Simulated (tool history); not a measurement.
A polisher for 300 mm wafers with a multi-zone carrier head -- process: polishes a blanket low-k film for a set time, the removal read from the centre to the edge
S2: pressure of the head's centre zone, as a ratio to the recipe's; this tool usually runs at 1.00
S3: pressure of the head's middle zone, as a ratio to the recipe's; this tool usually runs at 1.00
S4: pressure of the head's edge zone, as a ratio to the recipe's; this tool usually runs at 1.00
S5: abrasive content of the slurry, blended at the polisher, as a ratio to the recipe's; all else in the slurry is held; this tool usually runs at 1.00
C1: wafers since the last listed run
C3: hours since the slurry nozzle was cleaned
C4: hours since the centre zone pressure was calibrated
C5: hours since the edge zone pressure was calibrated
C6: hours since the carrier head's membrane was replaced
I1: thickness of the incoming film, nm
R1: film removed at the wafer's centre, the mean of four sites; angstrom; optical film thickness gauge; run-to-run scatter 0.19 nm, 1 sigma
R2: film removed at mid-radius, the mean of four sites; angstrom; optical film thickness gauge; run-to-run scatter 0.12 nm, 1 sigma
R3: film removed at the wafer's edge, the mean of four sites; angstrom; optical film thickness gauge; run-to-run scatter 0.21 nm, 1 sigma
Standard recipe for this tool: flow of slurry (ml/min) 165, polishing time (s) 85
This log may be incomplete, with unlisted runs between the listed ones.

{"run": 1, "hour": 0.0, "flow of slurry (ml/min)": 165, "S2": 1.03, "S3": 1.0, "S4": 1.0, "S5": 1.0, "polishing time (s)": 85, "C1": 0, "wafers polished on this pad": 2470, "C3": 267.3, "C4": 58.5, "C5": 122.9, "C6": 1700.4, "I1": 698.9, "R1": 144, "R2": 137, "R3": 144}
{"run": 2, "hour": 26.3, "flow of slurry (ml/min)": 185, "S2": 1.0, "S3": 1.0, "S4": 1.0, "S5": 1.0, "polishing time (s)": 85, "C1": 207, "wafers polished on this pad": 2678, "C3": 293.6, "C4": 84.8, "C5": 149.2, "C6": 1726.7, "I1": 688.4, "R1": 140, "R2": 137, "R3": 140}
{"run": 3, "hour": 97.6, "flow of slurry (ml/min)": 215, "S2": 1.0, "S3": 1.0, "S4": 1.0, "S5": 0.75, "polishing time (s)": 85, "C1": 562, "wafers polished on this pad": 3241, "C3": 364.9, "C4": 156.1, "C5": 220.5, "C6": 1798.0, "I1": 681.5, "R1": 122, "R2": 114, "R3": 117}
{"hour": 235.7, "done": "worn pad replaced by a new one"}
{"hour": 243.7, "done": "slurry nozzle cleaned"}
{"run": 4, "hour": 253.4, "flow of slurry (ml/min)": 165, "S2": 1.0, "S3": 1.0, "S4": 1.0, "S5": 1.0, "polishing time (s)": 85, "C1": 1190, "wafers polished on this pad": 132, "C3": 9.7, "C4": 311.9, "C5": 376.3, "C6": 1953.8, "I1": 684.1, "R1": 150, "R2": 146, "R3": 147}
{"run": 5, "hour": 425.6, "flow of slurry (ml/min)": 165, "S2": 1.0, "S3": 1.0, "S4": 1.0, "S5": 1.0, "polishing time (s)": 85, "C1": 1359, "wafers polished on this pad": 1491, "C3": 181.9, "C4": 484.1, "C5": 548.5, "C6": 2126.0, "I1": 689.4, "R1": 147, "R2": 142, "R3": 148}
{"hour": 477.2, "done": "carrier head's membrane replaced by a new one"}
{"run": 6, "hour": 491.6, "flow of slurry (ml/min)": 190, "S2": 1.12, "S3": 1.03, "S4": 1.0, "S5": 0.9, "polishing time (s)": 85, "C1": 481, "wafers polished on this pad": 1972, "C3": 247.9, "C4": 550.1, "C5": 614.5, "C6": 14.4, "I1": 699.7, "R1": 159, "R2": 136, "R3": 137}
{"run": 7, "hour": 539.8, "flow of slurry (ml/min)": 165, "S2": 1.0, "S3": 1.0, "S4": 1.0, "S5": 1.0, "polishing time (s)": 85, "C1": 380, "wafers polished on this pad": 2353, "C3": 296.1, "C4": 598.3, "C5": 662.7, "C6": 62.6, "I1": 686.6, "R1": 141, "R2": 136, "R3": 141}
{"run": 8, "hour": 572.6, "flow of slurry (ml/min)": 165, "S2": 1.0, "S3": 1.0, "S4": 1.0, "S5": 1.25, "polishing time (s)": 76, "C1": 258, "wafers polished on this pad": 2612, "C3": 328.9, "C4": 631.1, "C5": 695.5, "C6": 95.4, "I1": 700.0, "R1": 139, "R2": 134, "R3": 142}
{"run": 9, "hour": 622.8, "flow of slurry (ml/min)": 165, "S2": 1.0, "S3": 1.1, "S4": 1.0, "S5": 1.0, "polishing time (s)": 62, "C1": 396, "wafers polished on this pad": 3008, "C3": 379.1, "C4": 681.3, "C5": 745.7, "C6": 145.6, "I1": 696.9, "R1": 102, "R2": 104, "R3": 98}
{"run": 10, "hour": 682.2, "flow of slurry (ml/min)": 145, "S2": 0.93, "S3": 1.0, "S4": 1.0, "S5": 0.7, "polishing time (s)": 60, "C1": 468, "wafers polished on this pad": 3477, "C3": 438.5, "C4": 740.7, "C5": 805.1, "C6": 205.0, "I1": 685.8, "R1": 70, "R2": 74, "R3": 77}
{"run": 11, "hour": 750.5, "flow of slurry (ml/min)": 165, "S2": 1.0, "S3": 1.08, "S4": 0.95, "S5": 0.9, "polishing time (s)": 85, "C1": 539, "wafers polished on this pad": 4016, "C3": 506.8, "C4": 809.0, "C5": 873.4, "C6": 273.3, "I1": 687.6, "R1": 121, "R2": 126, "R3": 121}
{"hour": 803.1, "done": "worn pad replaced by a new one"}
{"run": 12, "hour": 817.4, "flow of slurry (ml/min)": 165, "S2": 1.0, "S3": 0.95, "S4": 1.0, "S5": 1.3, "polishing time (s)": 85, "C1": 496, "wafers polished on this pad": 113, "C3": 573.7, "C4": 875.9, "C5": 940.3, "C6": 340.2, "I1": 693.8, "R1": 163, "R2": 152, "R3": 165}
{"hour": 822.2, "done": "slurry nozzle cleaned"}
{"run": 13, "hour": 849.2, "flow of slurry (ml/min)": 150, "S2": 1.0, "S3": 1.0, "S4": 1.0, "S5": 1.0, "polishing time (s)": 113, "C1": 243, "wafers polished on this pad": 356, "C3": 27.0, "C4": 907.7, "C5": 972.1, "C6": 372.0, "I1": 691.1, "R1": 193, "R2": 187, "R3": 193}
{"run": 14, "hour": 885.9, "flow of slurry (ml/min)": 165, "S2": 1.0, "S3": 1.0, "S4": 1.0, "S5": 1.0, "polishing time (s)": 58, "C1": 289, "wafers polished on this pad": 645, "C3": 63.7, "C4": 944.4, "C5": 1008.8, "C6": 408.7, "I1": 691.3, "R1": 99, "R2": 96, "R3": 100}
{"run": 15, "hour": 949.0, "flow of slurry (ml/min)": 165, "S2": 1.0, "S3": 0.96, "S4": 1.0, "S5": 0.85, "polishing time (s)": 75, "C1": 498, "wafers polished on this pad": 1143, "C3": 126.8, "C4": 1007.5, "C5": 1071.9, "C6": 471.8, "I1": 686.9, "R1": 117, "R2": 109, "R3": 118}
{"run": 16, "hour": 995.1, "flow of slurry (ml/min)": 135, "S2": 1.0, "S3": 0.95, "S4": 0.93, "S5": 1.0, "polishing time (s)": 85, "C1": 363, "wafers polished on this pad": 1507, "C3": 172.9, "C4": 1053.6, "C5": 1118.0, "C6": 517.9, "I1": 682.5, "R1": 137, "R2": 128, "R3": 140}
{"run": 17, "hour": 1031.3, "flow of slurry (ml/min)": 165, "S2": 0.91, "S3": 1.08, "S4": 1.04, "S5": 1.0, "polishing time (s)": 105, "C1": 285, "wafers polished on this pad": 1793, "C3": 209.1, "C4": 1089.8, "C5": 1154.2, "C6": 554.1, "I1": 685.0, "R1": 163, "R2": 183, "R3": 178}
{"run": 18, "hour": 1101.4, "flow of slurry (ml/min)": 165, "S2": 1.0, "S3": 1.07, "S4": 1.07, "S5": 1.0, "polishing time (s)": 85, "C1": 553, "wafers polished on this pad": 2346, "C3": 279.2, "C4": 1159.9, "C5": 1224.3, "C6": 624.2, "I1": 697.4, "R1": 141, "R2": 143, "R3": 146}
{"run": 19, "hour": 1136.5, "flow of slurry (ml/min)": 135, "S2": 1.0, "S3": 1.0, "S4": 1.1, "S5": 1.15, "polishing time (s)": 85, "C1": 277, "wafers polished on this pad": 2623, "C3": 314.3, "C4": 1195.0, "C5": 1259.4, "C6": 659.3, "I1": 685.0, "R1": 143, "R2": 139, "R3": 147}
{"run": 20, "hour": 1199.0, "flow of slurry (ml/min)": 195, "S2": 1.0, "S3": 1.0, "S4": 1.0, "S5": 1.0, "polishing time (s)": 85, "C1": 493, "wafers polished on this pad": 3117, "C3": 376.8, "C4": 1257.5, "C5": 1321.9, "C6": 721.8, "I1": 688.6, "R1": 137, "R2": 132, "R3": 137}
{"hour": 1264.4, "done": "edge zone pressure recalibrated"}
{"run": 21, "hour": 1266.7, "flow of slurry (ml/min)": 165, "S2": 1.0, "S3": 1.0, "S4": 1.0, "S5": 1.0, "polishing time (s)": 85, "C1": 518, "wafers polished on this pad": 3635, "C3": 444.5, "C4": 1325.2, "C5": 2.3, "C6": 789.5, "I1": 686.1, "R1": 131, "R2": 126, "R3": 126}
{"hour": 1279.2, "done": "worn pad replaced by a new one"}
{"hour": 1294.4, "done": "slurry nozzle cleaned"}
{"run": 22, "hour": 1334.6, "flow of slurry (ml/min)": 145, "S2": 1.0, "S3": 1.0, "S4": 1.0, "S5": 1.0, "polishing time (s)": 106, "C1": 496, "wafers polished on this pad": 429, "C3": 40.2, "C4": 1393.1, "C5": 70.2, "C6": 857.4, "I1": 700.8, "R1": 183, "R2": 174, "R3": 181}

What if the next run were any one of these 4? Each begins from the tool's condition after run 22:
{"run": "A", "hour": 1335.1, "flow of slurry (ml/min)": 165, "S2": 1.0, "S3": 1.0, "S4": 0.9, "S5": 1.0, "polishing time (s)": 85, "C1": 3, "wafers polished on this pad": 433, "C3": 40.7, "C4": 1393.6, "C5": 70.7, "C6": 857.9, "I1": 686.5, "R1": "?", "R2": "?", "R3": "?"}
{"run": "B", "hour": 1335.1, "flow of slurry (ml/min)": 110, "S2": 1.0, "S3": 0.93, "S4": 1.0, "S5": 1.0, "polishing time (s)": 85, "C1": 3, "wafers polished on this pad": 433, "C3": 40.7, "C4": 1393.6, "C5": 70.7, "C6": 857.9, "I1": 686.5, "R1": "?", "R2": "?", "R3": "?"}
{"run": "C", "hour": 1335.1, "flow of slurry (ml/min)": 165, "S2": 1.0, "S3": 1.0, "S4": 0.95, "S5": 1.15, "polishing time (s)": 85, "C1": 3, "wafers polished on this pad": 433, "C3": 40.7, "C4": 1393.6, "C5": 70.7, "C6": 857.9, "I1": 686.5, "R1": "?", "R2": "?", "R3": "?"}
{"run": "D", "hour": 1335.1, "flow of slurry (ml/min)": 105, "S2": 1.0, "S3": 1.0, "S4": 1.09, "S5": 0.9, "polishing time (s)": 85, "C1": 3, "wafers polished on this pad": 433, "C3": 40.7, "C4": 1393.6, "C5": 70.7, "C6": 857.9, "I1": 686.5, "R1": "?", "R2": "?", "R3": "?"}

run=A R1=145 R2=141 R3=139
run=B R1=136 R2=125 R3=138
run=C R1=155 R2=150 R3=151
run=D R1=128 R2=125 R3=135
With no hidden state in the tool, these same runs would have given:
run=A R1=147 R2=143 R3=141
run=B R1=138 R2=127 R3=140
run=C R1=157 R2=152 R3=153
run=D R1=130 R2=127 R3=137
